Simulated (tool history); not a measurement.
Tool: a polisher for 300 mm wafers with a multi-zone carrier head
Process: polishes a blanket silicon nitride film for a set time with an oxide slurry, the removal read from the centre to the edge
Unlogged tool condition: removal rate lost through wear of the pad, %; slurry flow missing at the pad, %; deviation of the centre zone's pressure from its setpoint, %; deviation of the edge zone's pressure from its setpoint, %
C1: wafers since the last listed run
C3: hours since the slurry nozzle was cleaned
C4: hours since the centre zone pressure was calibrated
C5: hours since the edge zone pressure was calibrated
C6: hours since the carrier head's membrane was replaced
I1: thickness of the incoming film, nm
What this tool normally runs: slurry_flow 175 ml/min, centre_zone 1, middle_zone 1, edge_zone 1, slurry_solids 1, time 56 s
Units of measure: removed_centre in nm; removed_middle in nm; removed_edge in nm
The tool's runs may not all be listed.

Run 1, hour 0: usual settings; C1 0; wafers polished on this pad 2144; C3 211.4; C4 64.6; C5 141.2; C6 181.7; I1 430. Result: removed_centre 26.5 nm, removed_middle 27.1 nm, removed_edge 28.6 nm.
Run 2, hour 16.3: usual settings but centre_zone 1.04, time 48 s; C1 200; wafers polished on this pad 2345; C3 227.7; C4 80.9; C5 157.5; C6 198; I1 438.2. Result: removed_centre 23.7 nm, removed_middle 23.9 nm, removed_edge 24.8 nm.
Run 3, hour 46.8: usual settings but centre_zone 1.12, slurry_solids 1.1; C1 375; wafers polished on this pad 2720; C3 258.2; C4 111.4; C5 188; C6 228.5; I1 424.8. Result: removed_centre 30.1 nm, removed_middle 28.1 nm, removed_edge 29.4 nm.
At hour 64.9: worn pad replaced by a new one.
Run 4, hour 76.4: usual settings but centre_zone 1.12, slurry_solids 1.1; C1 315; wafers polished on this pad 141; C3 287.8; C4 141; C5 217.6; C6 258.1; I1 421.5. Result: removed_centre 29.8 nm, removed_middle 28.1 nm, removed_edge 29.4 nm.
Run 5, hour 89.4: usual settings but edge_zone 1.06; C1 160; wafers polished on this pad 301; C3 300.8; C4 154; C5 230.6; C6 271.1; I1 428. Result: removed_centre 25.5 nm, removed_middle 27.5 nm, removed_edge 29.2 nm.
At hour 115.1: slurry nozzle cleaned.
Run 6, hour 119: usual settings but slurry_flow 130 ml/min; C1 352; wafers polished on this pad 653; C3 3.9; C4 183.6; C5 260.2; C6 300.7; I1 426.2. Result: removed_centre 24.6 nm, removed_middle 26.2 nm, removed_edge 28 nm.
Run 7, hour 143.3: usual settings but centre_zone 1.08, middle_zone 0.94; C1 299; wafers polished on this pad 952; C3 28.2; C4 207.9; C5 284.5; C6 325; I1 431.2. Result: removed_centre 28.2 nm, removed_middle 25.8 nm, removed_edge 29.2 nm.
Run 8, hour 176.4: usual settings but slurry_flow 145 ml/min, centre_zone 0.88, middle_zone 0.9, edge_zone 0.94; C1 407; wafers polished on this pad 1360; C3 61.3; C4 241; C5 317.6; C6 358.1; I1 433. Result: removed_centre 22.3 nm, removed_middle 24.5 nm, removed_edge 27 nm.
Run 9, hour 206.6: usual settings but edge_zone 0.93; C1 371; wafers polished on this pad 1732; C3 91.5; C4 271.2; C5 347.8; C6 388.3; I1 434.7. Result: removed_centre 25.2 nm, removed_middle 27.5 nm, removed_edge 27.9 nm.
Run 10, hour 228.2: usual settings; C1 266; wafers polished on this pad 1998; C3 113.1; C4 292.8; C5 369.4; C6 409.9; I1 429.8. Result: removed_centre 25.8 nm, removed_middle 26.9 nm, removed_edge 28.6 nm.
Run 11, hour 256.8: usual settings; C1 352; wafers polished on this pad 2350; C3 141.7; C4 321.4; C5 398; C6 438.5; I1 425.5. Result: removed_centre 25.5 nm, removed_middle 27.4 nm, removed_edge 28.7 nm.
Run 12, hour 268.9: usual settings; C1 149; wafers polished on this pad 2499; C3 153.8; C4 333.5; C5 410.1; C6 450.6; I1 427.6. Result: removed_centre 25.1 nm, removed_middle 28.2 nm, removed_edge 28.2 nm.
At hour 293.2: worn pad replaced by a new one.
Run 13, hour 296: usual settings but edge_zone 1.12; C1 284; wafers polished on this pad 34; C3 180.9; C4 360.6; C5 437.2; C6 477.7; I1 425.1. Result: removed_centre 25 nm, removed_middle 27.9 nm, removed_edge 29.5 nm.
Run 14, hour 317: usual settings but centre_zone 0.97, middle_zone 0.92, slurry_solids 1.25; C1 258; wafers polished on this pad 293; C3 201.9; C4 381.6; C5 458.2; C6 498.7; I1 425.2. Result: removed_centre 26.3 nm, removed_middle 27.2 nm, removed_edge 30.5 nm.
Run 15, hour 336.6: usual settings but middle_zone 0.91; C1 241; wafers polished on this pad 534; C3 221.5; C4 401.2; C5 477.8; C6 518.3; I1 428.8. Result: removed_centre 24.7 nm, removed_middle 25.2 nm, removed_edge 28.7 nm.
Run 16, hour 363.4: usual settings but edge_zone 0.9; C1 330; wafers polished on this pad 864; C3 248.3; C4 428; C5 504.6; C6 545.1; I1 436.7. Result: removed_centre 25.1 nm, removed_middle 27.9 nm, removed_edge 27 nm.
Run 17, hour 387: usual settings but middle_zone 1.04; C1 290; wafers polished on this pad 1155; C3 271.9; C4 451.6; C5 528.2; C6 568.7; I1 439.1. Result: removed_centre 24.7 nm, removed_middle 28.5 nm, removed_edge 28.2 nm.
At hour 397.9: slurry nozzle cleaned.
Run 18, hour 412.7: usual settings; C1 304; wafers polished on this pad 1459; C3 14.8; C4 477.3; C5 553.9; C6 594.4; I1 427.8. Result: removed_centre 24.6 nm, removed_middle 27.7 nm, removed_edge 29.1 nm.
Run 19, hour 435.2: usual settings but slurry_flow 135 ml/min, slurry_solids 0.9, time 41 s; C1 277; wafers polished on this pad 1736; C3 37.3; C4 499.8; C5 576.4; C6 616.9; I1 429.9. Result: removed_centre 17.4 nm, removed_middle 18.9 nm, removed_edge 19.7 nm.
Run 20, hour 464.5: usual settings; C1 360; wafers polished on this pad 2097; C3 66.6; C4 529.1; C5 605.7; C6 646.2; I1 431.6. Result: removed_centre 25.1 nm, removed_middle 27.7 nm, removed_edge 28 nm.
At hour 476.8: worn pad replaced by a new one.
Run 21, hour 477.3: usual settings but edge_zone 1.08, time 40 s; C1 108; wafers polished on this pad 6; C3 79.4; C4 541.9; C5 618.5; C6 659; I1 431.6. Result: removed_centre 17.5 nm, removed_middle 19.7 nm, removed_edge 20.7 nm.
Run 22, hour 512.1: usual settings but slurry_flow 215 ml/min, middle_zone 1.1; C1 428; wafers polished on this pad 435; C3 114.2; C4 576.7; C5 653.3; C6 693.8; I1 432.5. Result: removed_centre 25.2 nm, removed_middle 30.7 nm, removed_edge 28.8 nm.

Subtracting, for every run, the result it would have given without the tool's unlogged condition from the measured result gives the following. The same run-to-run variation enters both numbers; the gauge's scatter may not:
run  removed_centre
  1            -1.1
  2              -1
  3            -1.6
  4            -1.8
  5            -1.6
  6            -1.7
  7            -2.1
  8            -1.8
  9            -2.2
 10            -2.3
 11            -2.4
 12            -2.4
 13            -2.5
 14            -2.7
 15            -2.5
 16            -2.7
 17            -2.7
 18            -2.8
 19              -2
 20            -2.9
 21            -2.1
 22            -3.1
removed_middle without the hidden state stays within 0.1 nm of what was measured, in all runs.
removed_edge difference: zero, run after run.
